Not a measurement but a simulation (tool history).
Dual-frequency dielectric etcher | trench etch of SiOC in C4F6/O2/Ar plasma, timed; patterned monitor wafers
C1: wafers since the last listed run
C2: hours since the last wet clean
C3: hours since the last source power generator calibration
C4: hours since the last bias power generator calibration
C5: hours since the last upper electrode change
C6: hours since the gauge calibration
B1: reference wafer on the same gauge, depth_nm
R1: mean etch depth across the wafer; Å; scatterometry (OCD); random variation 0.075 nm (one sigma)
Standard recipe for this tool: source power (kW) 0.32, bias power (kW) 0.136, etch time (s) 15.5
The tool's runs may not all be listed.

run 1 day=0 | source_power_(kW)=0.32 bias_power_(kW)=0.136 etch_time_(s)=15.5 | C1=0 C2=396.2 C3=1217.4 C4=1710.8 C5=1521.5 C6=1280.1 | B1=28.72 | R1=266
-- day=1.812 gauge calibrated
-- day=2.225 wet clean of the chamber
run 2 day=2.246 | source_power_(kW)=0.32 bias_power_(kW)=0.136 etch_time_(s)=15.5 | C1=359 C2=0.5 C3=1271.3 C4=1764.7 C5=1575.4 C6=10.4 | B1=28.71 | R1=273.4
run 3 day=2.258 | source_power_(kW)=0.32 bias_power_(kW)=0.136 etch_time_(s)=15.5 | C1=3 C2=0.8 C3=1271.6 C4=1765 C5=1575.7 C6=10.7 | B1=28.69 | R1=274.1
run 4 day=3.475 | source_power_(kW)=0.32 bias_power_(kW)=0.136 etch_time_(s)=15.5 | C1=350 C2=30 C3=1300.8 C4=1794.2 C5=1604.9 C6=39.9 | B1=28.7 | R1=274.2
run 5 day=4.204 | source_power_(kW)=0.32 bias_power_(kW)=0.136 etch_time_(s)=15.5 | C1=210 C2=47.5 C3=1318.3 C4=1811.7 C5=1622.4 C6=57.4 | B1=28.69 | R1=273.4
run 6 day=4.958 | source_power_(kW)=0.32 bias_power_(kW)=0.136 etch_time_(s)=15.5 | C1=217 C2=65.6 C3=1336.4 C4=1829.8 C5=1640.5 C6=75.5 | B1=28.72 | R1=272.1
-- day=5.55 bias power generator calibrated
run 7 day=6.254 | source_power_(kW)=0.32 bias_power_(kW)=0.136 etch_time_(s)=15.5 | C1=325 C2=96.7 C3=1367.5 C4=16.9 C5=1671.6 C6=106.6 | B1=28.7 | R1=272.7
run 8 day=7.558 | source_power_(kW)=0.32 bias_power_(kW)=0.136 etch_time_(s)=15.5 | C1=375 C2=128 C3=1398.8 C4=48.2 C5=1702.9 C6=137.9 | B1=28.69 | R1=271.9
run 9 day=8.983 | source_power_(kW)=0.38 bias_power_(kW)=0.15 etch_time_(s)=15.5 | C1=410 C2=162.2 C3=1433 C4=82.4 C5=1737.1 C6=172.1 | B1=28.68 | R1=304
run 10 day=10.417 | source_power_(kW)=0.38 bias_power_(kW)=0.15 etch_time_(s)=15.5 | C1=413 C2=196.6 C3=1467.4 C4=116.8 C5=1771.5 C6=206.5 | B1=28.71 | R1=302.2
run 11 day=11.842 | source_power_(kW)=0.32 bias_power_(kW)=0.105 etch_time_(s)=11.5 | C1=410 C2=230.8 C3=1501.6 C4=151 C5=1805.7 C6=240.7 | B1=28.67 | R1=184.4
run 12 day=13.196 | source_power_(kW)=0.28 bias_power_(kW)=0.113 etch_time_(s)=12 | C1=390 C2=263.3 C3=1534.1 C4=183.5 C5=1838.2 C6=273.2 | B1=28.73 | R1=184.3
run 13 day=13.712 | source_power_(kW)=0.35 bias_power_(kW)=0.122 etch_time_(s)=17.5 | C1=148 C2=275.7 C3=1546.5 C4=195.9 C5=1850.6 C6=285.6 | B1=28.7 | R1=306.6
run 14 day=14.667 | source_power_(kW)=0.32 bias_power_(kW)=0.136 etch_time_(s)=15.5 | C1=275 C2=298.6 C3=1569.4 C4=218.8 C5=1873.5 C6=308.5 | B1=28.69 | R1=270.3
run 15 day=15.896 | source_power_(kW)=0.37 bias_power_(kW)=0.149 etch_time_(s)=12 | C1=354 C2=328.1 C3=1598.9 C4=248.3 C5=1903 C6=338 | B1=28.71 | R1=228.2
-- day=17.754 upper electrode replaced
run 16 day=17.775 | source_power_(kW)=0.32 bias_power_(kW)=0.136 etch_time_(s)=15.5 | C1=253 C2=373.2 C3=1644 C4=293.4 C5=0.5 C6=383.1 | B1=28.74 | R1=269
run 17 day=17.829 | source_power_(kW)=0.38 bias_power_(kW)=0.103 etch_time_(s)=15.5 | C1=15 C2=374.5 C3=1645.3 C4=294.7 C5=1.8 C6=384.4 | B1=28.7 | R1=264.4
-- day=18.771 source power generator calibrated
run 18 day=18.983 | source_power_(kW)=0.32 bias_power_(kW)=0.136 etch_time_(s)=17 | C1=284 C2=402.2 C3=5.1 C4=322.4 C5=29.5 C6=412.1 | B1=28.69 | R1=285.7
run 19 day=19.654 | source_power_(kW)=0.39 bias_power_(kW)=0.162 etch_time_(s)=18 | C1=193 C2=418.3 C3=21.2 C4=338.5 C5=45.6 C6=428.2 | B1=28.73 | R1=350.3
run 20 day=21.117 | source_power_(kW)=0.4 bias_power_(kW)=0.149 etch_time_(s)=14 | C1=421 C2=453.4 C3=56.3 C4=373.6 C5=80.7 C6=463.3 | B1=28.72 | R1=268.4
-- day=22.833 wet clean of the chamber
run 21 day=22.854 | source_power_(kW)=0.32 bias_power_(kW)=0.126 etch_time_(s)=18.5 | C1=212 C2=0.5 C3=98 C4=415.3 C5=122.4 C6=505 | B1=28.69 | R1=315.2
run 22 day=23.45 | source_power_(kW)=0.32 bias_power_(kW)=0.136 etch_time_(s)=11.5 | C1=171 C2=14.8 C3=112.3 C4=429.6 C5=136.7 C6=519.3 | B1=28.67 | R1=201.2
run 23 day=24.438 | source_power_(kW)=0.28 bias_power_(kW)=0.136 etch_time_(s)=18.5 | C1=284 C2=38.5 C3=136 C4=453.3 C5=160.4 C6=543 | B1=28.66 | R1=301.2
run 24 day=25.233 | source_power_(kW)=0.25 bias_power_(kW)=0.155 etch_time_(s)=11.5 | C1=229 C2=57.6 C3=155.1 C4=472.4 C5=179.5 C6=562.1 | B1=28.7 | R1=186.3
run 25 day=25.808 | source_power_(kW)=0.26 bias_power_(kW)=0.108 etch_time_(s)=15.5 | C1=165 C2=71.4 C3=168.9 C4=486.2 C5=193.3 C6=575.9 | B1=28.72 | R1=225.8
run 26 day=26.421 | source_power_(kW)=0.39 bias_power_(kW)=0.12 etch_time_(s)=14 | C1=176 C2=86.1 C3=183.6 C4=500.9 C5=208 C6=590.6 | B1=28.71 | R1=254.8
run 27 day=27.454 | source_power_(kW)=0.38 bias_power_(kW)=0.158 etch_time_(s)=14 | C1=297 C2=110.9 C3=208.4 C4=525.7 C5=232.8 C6=615.4 | B1=28.71 | R1=274.4
run 28 day=30.292 | source_power_(kW)=0.32 bias_power_(kW)=0.105 etch_time_(s)=11.5 | C1=817 C2=179 C3=276.5 C4=593.8 C5=300.9 C6=683.5 | B1=28.67 | R1=183.4
run 29 day=31.254 | source_power_(kW)=0.32 bias_power_(kW)=0.146 etch_time_(s)=20 | C1=277 C2=202.1 C3=299.6 C4=616.9 C5=324 C6=706.6 | B1=28.71 | R1=353
run 30 day=32.054 | source_power_(kW)=0.27 bias_power_(kW)=0.146 etch_time_(s)=15.5 | C1=230 C2=221.3 C3=318.8 C4=636.1 C5=343.2 C6=725.8 | B1=28.72 | R1=252.2
run 31 day=32.712 | source_power_(kW)=0.37 bias_power_(kW)=0.166 etch_time_(s)=17 | C1=189 C2=237.1 C3=334.6 C4=651.9 C5=359 C6=741.6 | B1=28.69 | R1=334.5

3 options for the next run, each taken on its own from the tool as it stands now. Forecast them:
run A day=32.729 | source_power_(kW)=0.32 bias_power_(kW)=0.136 etch_time_(s)=15.5 | C1=4 C2=237.5 C3=335 C4=652.3 C5=359.4 C6=742 | B1=? | R1=?
run B day=32.729 | source_power_(kW)=0.32 bias_power_(kW)=0.124 etch_time_(s)=19.5 | C1=4 C2=237.5 C3=335 C4=652.3 C5=359.4 C6=742 | B1=? | R1=?
run C day=32.729 | source_power_(kW)=0.37 bias_power_(kW)=0.136 etch_time_(s)=15.5 | C1=4 C2=237.5 C3=335 C4=652.3 C5=359.4 C6=742 | B1=? | R1=?

run=A B1=28.7 R1=265.2
run=B B1=28.7 R1=323.7
run=C B1=28.7 R1=283.5
Without the tool's hidden state the same runs would have given:
run=A R1=269.6
run=B R1=329.1
run=C R1=288.2

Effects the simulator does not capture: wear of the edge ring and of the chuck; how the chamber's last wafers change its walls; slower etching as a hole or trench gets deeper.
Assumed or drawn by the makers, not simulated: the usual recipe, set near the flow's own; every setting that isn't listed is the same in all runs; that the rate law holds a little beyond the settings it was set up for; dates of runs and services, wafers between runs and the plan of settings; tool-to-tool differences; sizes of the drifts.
